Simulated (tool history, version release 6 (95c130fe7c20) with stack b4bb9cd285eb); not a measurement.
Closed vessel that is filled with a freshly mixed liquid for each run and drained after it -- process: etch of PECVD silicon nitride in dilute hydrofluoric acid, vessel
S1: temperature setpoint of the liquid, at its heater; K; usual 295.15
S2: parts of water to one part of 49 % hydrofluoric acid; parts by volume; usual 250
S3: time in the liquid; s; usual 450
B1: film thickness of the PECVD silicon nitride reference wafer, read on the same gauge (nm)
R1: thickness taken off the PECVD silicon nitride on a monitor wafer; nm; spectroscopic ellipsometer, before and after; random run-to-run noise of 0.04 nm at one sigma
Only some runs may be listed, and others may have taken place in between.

Run 1, day 0: usual settings but S1 297.65 K, S3 530 s; B1 150. Result: R1 11.39 nm.
Run 2, day 1.804: usual settings; B1 150. Result: R1 8.22 nm.
Run 3, day 2.946: usual settings; B1 149.99. Result: R1 8.24 nm.
At day 5.175: thermometer replaced.
Run 4, day 5.517: usual settings; B1 150. Result: R1 8.21 nm.
Run 5, day 7.375: usual settings; B1 150. Result: R1 8.18 nm.
Run 6, day 8.942: usual settings; B1 150.02. Result: R1 8.15 nm.
Run 7, day 11.483: usual settings; B1 149.99. Result: R1 8.2 nm.
Run 8, day 13.021: usual settings; B1 150. Result: R1 8.19 nm.
At day 14.042: gauge calibrated.
Run 9, day 15.096: usual settings but S2 320 parts by volume; B1 150.01. Result: R1 6.37 nm.
Run 10, day 16.729: usual settings but S1 292.65 K; B1 149.98. Result: R1 6.89 nm.
Run 11, day 18.033: usual settings but S1 292.65 K; B1 150.02. Result: R1 6.92 nm.
Run 12, day 20.658: usual settings; B1 149.99. Result: R1 8.11 nm.
Run 13, day 23.333: usual settings; B1 150.02. Result: R1 8.06 nm.
At day 25.012: hydrofluoric acid flow meter replaced.
Run 14, day 25.038: usual settings but S1 298.65 K, S3 275 s; B1 150.02. Result: R1 6.63 nm.
Run 15, day 26.888: usual settings; B1 150.01. Result: R1 8.66 nm.
Run 16, day 29.842: usual settings but S3 680 s; B1 150. Result: R1 13.12 nm.
Run 17, day 31.908: usual settings but S1 296.65 K, S2 320 parts by volume; B1 150. Result: R1 7.47 nm.
Run 18, day 34.904: usual settings but S1 298.15 K; B1 150. Result: R1 10.49 nm.
At day 37.379: thermometer replaced.
Run 19, day 37.475: usual settings; B1 150. Result: R1 8.68 nm.
Run 20, day 38.829: usual settings; B1 150.02. Result: R1 8.68 nm.

Run 21 is up next; what results do you expect?
Run 21, day 40.05: usual settings but S1 290.65 K, S2 335 parts by volume; B1 ?. Result: R1 ?.

B1: 149.99
R1: 4.88 nm
The same run, on a tool lacking any hidden state, would have yielded R1 4.96 nm.
